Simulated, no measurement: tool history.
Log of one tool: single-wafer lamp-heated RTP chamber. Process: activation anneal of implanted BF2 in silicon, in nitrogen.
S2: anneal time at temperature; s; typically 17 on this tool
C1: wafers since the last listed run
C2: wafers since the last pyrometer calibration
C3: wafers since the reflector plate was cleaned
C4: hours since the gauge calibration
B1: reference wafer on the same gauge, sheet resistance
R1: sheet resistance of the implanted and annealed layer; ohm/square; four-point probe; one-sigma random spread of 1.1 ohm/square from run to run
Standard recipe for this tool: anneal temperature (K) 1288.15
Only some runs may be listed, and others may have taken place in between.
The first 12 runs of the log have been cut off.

At hour 173.9: pyrometer window cleaned and pyrometer calibrated.
Run 13, hour 174.4: usual settings; C1 139; C2 8; C3 2541; C4 366.3; B1 297.65. Result: R1 271.09 ohm/square.
Run 14, hour 202.1: usual settings; C1 470; C2 479; C3 3012; C4 394; B1 296.98. Result: R1 271.31 ohm/square.
At hour 211.3: reflector plate cleaned.
Run 15, hour 211.8: usual settings; C1 28; C2 507; C3 8; C4 403.7; B1 296.8. Result: R1 269.77 ohm/square.
Run 16, hour 219.7: usual settings; C1 134; C2 642; C3 142; C4 411.6; B1 296.85. Result: R1 271.59 ohm/square.
Run 17, hour 230.5: usual settings; C1 183; C2 825; C3 326; C4 422.4; B1 296.68. Result: R1 269.34 ohm/square.
Run 18, hour 242.1: usual settings but anneal temperature (K) 1277.15, S2 13 s; C1 197; C2 1022; C3 523; C4 434; B1 297.49. Result: R1 280.84 ohm/square.
Run 19, hour 252.5: usual settings but anneal temperature (K) 1307.15, S2 13 s; C1 176; C2 1199; C3 700; C4 444.4; B1 297.12. Result: R1 256.85 ohm/square.
Run 20, hour 264.1: usual settings but anneal temperature (K) 1314.15, S2 9 s; C1 197; C2 1396; C3 897; C4 456; B1 296.97. Result: R1 259.78 ohm/square.
Run 21, hour 270.9: usual settings but anneal temperature (K) 1309.15; C1 115; C2 1512; C3 1013; C4 462.8; B1 297. Result: R1 245.23 ohm/square.
At hour 279.4: pyrometer window cleaned and pyrometer calibrated.
Run 22, hour 280.4: usual settings; C1 25; C2 17; C3 1038; C4 472.3; B1 296.93. Result: R1 272.28 ohm/square.
Run 23, hour 295.6: usual settings but anneal temperature (K) 1268.15, S2 11 s; C1 258; C2 275; C3 1296; C4 487.5; B1 296.29. Result: R1 303.1 ohm/square.
Run 24, hour 327.3: usual settings but anneal temperature (K) 1262.15, S2 14 s; C1 538; C2 814; C3 1835; C4 519.2; B1 297.33. Result: R1 300.41 ohm/square.
Run 25, hour 336.6: usual settings but anneal temperature (K) 1271.15, S2 13 s; C1 158; C2 972; C3 1993; C4 528.5; B1 296.78. Result: R1 292.08 ohm/square.
Run 26, hour 352.2: usual settings but anneal temperature (K) 1310.15, S2 22 s; C1 265; C2 1237; C3 2258; C4 544.1; B1 297.39. Result: R1 244.78 ohm/square.
At hour 368.6: gauge calibrated.
At hour 391.7: pyrometer window cleaned and pyrometer calibrated.
At hour 396.5: reflector plate cleaned.
Run 27, hour 397: usual settings but S2 13 s; C1 543; C2 8; C3 8; C4 28.4; B1 297.27. Result: R1 276.75 ohm/square.
Run 28, hour 413.4: usual settings but anneal temperature (K) 1297.15, S2 8 s; C1 278; C2 286; C3 286; C4 44.8; B1 296.75. Result: R1 278.7 ohm/square.
Run 29, hour 428.4: usual settings but S2 11 s; C1 254; C2 541; C3 541; C4 59.8; B1 296.61. Result: R1 279.89 ohm/square.
Run 30, hour 437.3: usual settings but anneal temperature (K) 1258.15, S2 27 s; C1 151; C2 692; C3 692; C4 68.7; B1 296.76. Result: R1 290.81 ohm/square.
Run 31, hour 450.3: usual settings but anneal temperature (K) 1310.15, S2 24 s; C1 220; C2 913; C3 913; C4 81.7; B1 296.73. Result: R1 243.92 ohm/square.
Run 32, hour 460.8: usual settings but S2 14 s; C1 178; C2 1092; C3 1092; C4 92.2; B1 297.09. Result: R1 273.2 ohm/square.

Run 33 comes next. What will it give?
Run 33, hour 469.4: usual settings; C1 146; C2 1238; C3 1238; C4 100.8; B1 ?. Result: R1 ?.

Run 33 gave B1 296.53, R1 268.68 ohm/square.
With no hidden state in the tool, this same run would have given R1 273.51 ohm/square.

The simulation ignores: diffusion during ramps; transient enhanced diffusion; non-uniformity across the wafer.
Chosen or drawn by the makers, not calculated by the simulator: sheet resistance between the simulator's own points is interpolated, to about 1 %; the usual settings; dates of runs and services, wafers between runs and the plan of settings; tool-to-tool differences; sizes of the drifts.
